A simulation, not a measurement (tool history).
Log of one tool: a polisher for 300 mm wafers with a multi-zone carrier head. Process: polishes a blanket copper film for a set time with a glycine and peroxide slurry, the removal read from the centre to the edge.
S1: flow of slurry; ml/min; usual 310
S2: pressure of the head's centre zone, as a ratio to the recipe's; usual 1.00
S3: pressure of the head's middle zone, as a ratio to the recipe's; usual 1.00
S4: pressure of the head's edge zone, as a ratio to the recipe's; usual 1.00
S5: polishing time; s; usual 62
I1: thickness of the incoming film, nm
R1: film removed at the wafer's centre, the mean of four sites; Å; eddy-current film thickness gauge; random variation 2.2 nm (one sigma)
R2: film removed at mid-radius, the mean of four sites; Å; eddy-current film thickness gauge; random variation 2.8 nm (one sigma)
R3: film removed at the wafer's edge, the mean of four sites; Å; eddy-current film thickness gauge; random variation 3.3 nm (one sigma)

run,hour,S1,S2,S3,S4,S5,I1,R1,R2,R3
1,0.0,310,1.00,1.00,1.00,47,2335.8,1973,1992,1960
2,14.9,310,1.05,0.93,1.00,62,2305.1,2738,2498,2652
3,28.2,310,1.05,0.93,1.00,62,2298.1,2734,2440,2575
4,44.9,310,1.05,0.93,1.00,62,2324.7,2763,2499,2551
5,60.3,310,1.00,1.00,1.00,62,2325.1,2587,2687,2599
6,68.9,310,1.00,1.00,1.11,62,2340.4,2608,2621,2669
7,86.1,310,0.88,1.06,1.03,76,2331.6,2805,3427,3286
8,96.0,310,1.00,1.00,1.00,62,2321.3,2612,2657,2634
9,104.7,210,0.92,0.90,0.91,62,2299.4,2277,2292,2420
10,120.5,310,1.00,1.00,1.00,62,2342.6,2628,2660,2570
11,135.0,310,0.96,1.00,0.90,62,2318.0,2492,2632,2508
12,142.6,370,1.11,1.00,1.00,62,2340.2,2942,2699,2631
13,157.0,310,1.00,1.00,1.00,62,2330.0,2636,2617,2596
14,166.4,355,1.00,1.00,0.93,62,2321.2,2641,2707,2587
15,172.5,240,1.08,1.00,1.03,62,2305.4,2722,2541,2534
16,217.7,310,1.00,1.00,0.94,62,2317.1,2601,2630,2585
17,234.9,310,1.00,1.00,1.00,62,2329.6,2648,2596,2594
18,243.1,260,0.95,1.00,0.97,43,2315.9,1672,1786,1718
19,256.7,310,1.00,1.00,1.00,62,2347.1,2654,2609,2586
20,263.9,365,1.00,1.12,1.00,62,2324.1,2657,2957,2600
21,275.0,310,1.08,0.90,1.00,70,2301.7,3171,2731,2965
22,283.8,310,1.00,1.00,1.00,62,2305.2,2629,2607,2570
23,299.5,310,1.00,1.00,1.04,62,2287.5,2564,2632,2624

Not shown: 6 entries that the log had between the listed runs. Between which runs, and how does the tool's hidden state differ before and after?
Between runs 3 and 4: edge zone pressure recalibrated (hour 36.5)
  no hidden state differs between the two runs
Between runs 4 and 5: carrier head's membrane replaced by a new one (hour 54.5)
  no hidden state differs between the two runs
Between runs 5 and 6: centre zone pressure recalibrated (hour 63.6)
  no hidden state differs between the two runs
Between runs 6 and 7: worn pad replaced by a new one (hour 77.9)
  no hidden state differs between the two runs
Between runs 13 and 14: worn pad replaced by a new one (hour 165.9)
  no hidden state differs between the two runs
Between runs 18 and 19: worn pad replaced by a new one (hour 250.7)
  no hidden state differs between the two runs
